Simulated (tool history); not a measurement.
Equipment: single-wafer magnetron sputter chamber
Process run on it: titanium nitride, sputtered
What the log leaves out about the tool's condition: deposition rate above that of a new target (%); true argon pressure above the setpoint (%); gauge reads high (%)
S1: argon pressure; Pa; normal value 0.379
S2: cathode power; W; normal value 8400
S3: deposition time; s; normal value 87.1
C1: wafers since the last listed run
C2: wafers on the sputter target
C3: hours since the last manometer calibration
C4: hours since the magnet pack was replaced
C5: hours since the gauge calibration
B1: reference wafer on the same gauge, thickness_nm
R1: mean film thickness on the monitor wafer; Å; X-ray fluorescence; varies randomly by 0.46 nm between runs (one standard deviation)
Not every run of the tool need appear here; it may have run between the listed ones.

Run 1, hour 0: usual settings but S2 7600 W; C1 0; C2 1571; C3 1384.1; C4 7243.4; C5 282.8; B1 165.946. Result: R1 1312.93 Å.
At hour 11.8: gauge calibrated.
Run 2, hour 17.2: usual settings but S2 7600 W; C1 184; C2 1756; C3 1401.3; C4 7260.6; C5 5.4; B1 165.886. Result: R1 1318.62 Å.
Run 3, hour 48.1: usual settings; C1 331; C2 2087; C3 1432.2; C4 7291.5; C5 36.3; B1 165.956. Result: R1 1447.41 Å.
Run 4, hour 75.8: usual settings; C1 296; C2 2384; C3 1459.9; C4 7319.2; C5 64; B1 166.209. Result: R1 1451.05 Å.
Run 5, hour 106.6: usual settings but S1 0.334 Pa; C1 330; C2 2714; C3 1490.7; C4 7350; C5 94.8; B1 166.135. Result: R1 1465.18 Å.
Run 6, hour 136.9: usual settings but S1 0.334 Pa; C1 324; C2 3039; C3 1521; C4 7380.3; C5 125.1; B1 165.873. Result: R1 1464.7 Å.
Run 7, hour 150.7: usual settings but S1 0.334 Pa; C1 147; C2 3186; C3 1534.8; C4 7394.1; C5 138.9; B1 166.166. Result: R1 1472.39 Å.
Run 8, hour 171.7: usual settings; C1 225; C2 3412; C3 1555.8; C4 7415.1; C5 159.9; B1 165.955. Result: R1 1437.89 Å.
Run 9, hour 198: usual settings; C1 281; C2 3693; C3 1582.1; C4 7441.4; C5 186.2; B1 165.958. Result: R1 1433.88 Å.
At hour 223.7: magnet pack replaced.
Run 10, hour 227.5: usual settings; C1 230; C2 3924; C3 1611.6; C4 3.8; C5 215.7; B1 165.953. Result: R1 1423.56 Å.
Run 11, hour 242.8: usual settings but S1 0.437 Pa, S2 10300 W; C1 163; C2 4088; C3 1626.9; C4 19.1; C5 231; B1 165.876. Result: R1 1711.79 Å.
At hour 255.7: capacitance manometer re-zeroed and calibrated.
Run 12, hour 278.3: usual settings but S1 0.481 Pa, S2 9600 W; C1 294; C2 4382; C3 22.6; C4 54.6; C5 266.5; B1 166.07. Result: R1 1575.92 Å.
At hour 306.3: gauge calibrated.
At hour 307.7: sputter target and shields replaced.
Run 13, hour 314: usual settings but S1 0.326 Pa, S2 9650 W, S3 76.8 s; C1 296; C2 67; C3 58.3; C4 90.3; C5 7.7; B1 166.16. Result: R1 1510.23 Å.
Run 14, hour 346.8: usual settings but S1 0.307 Pa, S2 9400 W, S3 99.4 s; C1 351; C2 418; C3 91.1; C4 123.1; C5 40.5; B1 166.103. Result: R1 1922.73 Å.
Run 15, hour 367.9: usual settings; C1 226; C2 644; C3 112.2; C4 144.2; C5 61.6; B1 165.865. Result: R1 1467.39 Å.
Run 16, hour 389.8: usual settings but S2 9200 W, S3 103.8 s; C1 234; C2 879; C3 134.1; C4 166.1; C5 83.5; B1 165.854. Result: R1 1912.74 Å.

Below are 4 alternative next runs, each starting from the tool's condition after run 16. Predict each:
Run A, hour 390.2: usual settings but S2 7700 W; C1 4; C2 883; C3 134.5; C4 166.5; C5 83.9; B1 ?. Result: R1 ?.
Run B, hour 390.2: usual settings but S2 10100 W, S3 100.7 s; C1 4; C2 883; C3 134.5; C4 166.5; C5 83.9; B1 ?. Result: R1 ?.
Run C, hour 390.2: usual settings but S1 0.514 Pa, S2 9650 W, S3 93.8 s; C1 4; C2 883; C3 134.5; C4 166.5; C5 83.9; B1 ?. Result: R1 ?.
Run D, hour 390.2: usual settings but S3 93.3 s; C1 4; C2 883; C3 134.5; C4 166.5; C5 83.9; B1 ?. Result: R1 ?.

run       B1       R1
  A  165.957     1337
  B  165.957  2027.56
  C  165.957  1720.42
  D  165.957  1562.37
With no hidden state in the tool, these same runs would have given:
run       R1
  A  1359.75
  B  2062.05
  C  1749.69
  D  1588.95
